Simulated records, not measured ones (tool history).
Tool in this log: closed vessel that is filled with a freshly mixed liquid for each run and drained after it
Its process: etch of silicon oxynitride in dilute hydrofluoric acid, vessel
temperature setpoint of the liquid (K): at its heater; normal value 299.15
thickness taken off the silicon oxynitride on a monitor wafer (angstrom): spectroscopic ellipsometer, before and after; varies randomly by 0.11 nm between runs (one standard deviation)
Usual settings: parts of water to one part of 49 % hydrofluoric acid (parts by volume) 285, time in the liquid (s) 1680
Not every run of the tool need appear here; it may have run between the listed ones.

run    hour  temperature setpoint of the liquid (K)  parts of water to one part of 49 % hydrofluoric acid (parts by volume)  time in the liquid (s)  wafers since the last listed run  hours since the thermometer was replaced  hours since the hydrofluoric acid flow meter was replaced  hours since the gauge calibration  read-back film thickness of the silicon oxynitride reference wafer, read on the same gauge (nm)  thickness taken off the silicon oxynitride on a monitor wafer (angstrom)
  1       0                                  299.15                                                                     285                    1680                                 0                                     660.1                                                     1388.5                              351.8                                                                                           140.01                                                                     289.9
  2      26                                  299.15                                                                     285                    1680                              1249                                     686.1                                                     1414.5                              377.8                                                                                           139.99                                                                     291.2
  3    78.9                                  301.65                                                                     285                    1680                              2541                                       739                                                     1467.4                              430.7                                                                                           139.97                                                                     322.2
  4   127.1                                  299.15                                                                     175                    1680                              2316                                     787.2                                                     1515.6                              478.9                                                                                           139.99                                                                     515.4
  5   159.2                                  299.15                                                                     175                    1680                              1542                                     819.3                                                     1547.7                                511                                                                                           139.97                                                                     513.4
  6   192.9                                  299.15                                                                     175                    1680                              1619                                       853                                                     1581.4                              544.7                                                                                              140                                                                     513.4
  7   262.2                                  299.15                                                                     285                    1680                              3329                                     922.3                                                     1650.7                                614                                                                                           140.03                                                                     289.6
  8   298.6                                  299.15                                                                     285                    1680                              1749                                     958.7                                                     1687.1                              650.4                                                                                           140.01                                                                     287.4
  9     327                                  302.15                                                                     285                     950                              1364                                     987.1                                                     1715.5                              678.8                                                                                           139.99                                                                     184.9
 10   383.1                                  302.15                                                                     285                     950                              2695                                    1043.2                                                     1771.6                              734.9                                                                                           140.04                                                                       183
      402.6  -- hydrofluoric acid flow meter replaced
 11   433.6                                  299.15                                                                     200                    1680                              2378                                    1093.7                                                         31                              785.4                                                                                           139.98                                                                     434.8
 12   462.6                                  299.15                                                                     200                    1680                              1393                                    1122.7                                                         60                              814.4                                                                                              140                                                                     436.7
 13   504.4                                  299.15                                                                     285                    1680                              2008                                    1164.5                                                      101.8                              856.2                                                                                              140                                                                     286.5
 14   537.4                                  299.15                                                                     285                    1680                              1585                                    1197.5                                                      134.8                              889.2                                                                                           139.99                                                                     285.9
 15   601.9                                  299.15                                                                     285                    1680                              3099                                      1262                                                      199.3                              953.7                                                                                           140.01                                                                     286.2
 16   634.9                                  294.65                                                                     195                    1680                              1585                                      1295                                                      232.3                              986.7                                                                                              140                                                                     366.4
      643.3  -- gauge calibrated
 17   665.8                                  301.65                                                                     240                    2600                              1484                                    1325.9                                                      263.2                               22.5                                                                                           139.99                                                                     611.8
 18   690.9                                  300.65                                                                     285                    2615                              1206                                      1351                                                      288.3                               47.6                                                                                           140.03                                                                     472.3
 19   716.9                                  301.65                                                                     360                    1680                              1249                                      1377                                                      314.3                               73.6                                                                                              140                                                                     237.2
 20   766.5                                  299.15                                                                     285                    1680                              2383                                    1426.6                                                      363.9                              123.2                                                                                           140.02                                                                     285.6
 21   817.5                                  299.15                                                                     365                    1200                              2450                                    1477.6                                                      414.9                              174.2                                                                                           140.01                                                                     150.2
 22   848.6                                  302.15                                                                     155                    2460                              1494                                    1508.7                                                        446                              205.3                                                                                           140.02                                                                     975.4
        874  -- thermometer replaced
 23   896.1                                  300.65                                                                     180                     925                              2234                                      22.1                                                      493.5                              252.8                                                                                           139.99                                                                     299.3
 24   943.3                                  299.15                                                                     285                    2220                              2268                                      69.3                                                      540.7                                300                                                                                           139.99                                                                     389.3
 25   983.7                                  299.15                                                                     365                    1200                              1941                                     109.7                                                      581.1                              340.4                                                                                           139.98                                                                     155.1
 26    1029                                  304.15                                                                     345                     925                              2176                                       155                                                      626.4                              385.7                                                                                              140                                                                       156
 27  1076.7                                  302.65                                                                     335                    2005                              2292                                     202.7                                                      674.1                              433.4                                                                                           139.95                                                                     330.8
 28  1109.5                                  294.15                                                                     200                     680                              1576                                     235.5                                                      706.9                              466.2                                                                                           140.01                                                                     144.7

Below are 3 alternative next runs, each starting from the tool's condition after run 28. Predict each:
  A  1110.6                                  299.15                                                                     390                    1680                                52                                     236.6                                                        708                              467.3                                                                                                ?                                                                         ?
  B  1110.6                                  299.15                                                                     330                    1680                                52                                     236.6                                                        708                              467.3                                                                                                ?                                                                         ?
  C  1110.6                                  299.15                                                                     360                    1410                                52                                     236.6                                                        708                              467.3                                                                                                ?                                                                         ?

run  read-back film thickness of the silicon oxynitride reference wafer, read on the same gauge (nm)  thickness taken off the silicon oxynitride on a monitor wafer (angstrom)
  A                                                                                           140.02                                                                     199.5
  B                                                                                           140.02                                                                     245.7
  C                                                                                           140.02                                                                     185.1
Without the tool's hidden state the same runs would have given:
run  thickness taken off the silicon oxynitride on a monitor wafer (angstrom)
  A                                                                     200.8
  B                                                                     247.3
  C                                                                     186.3
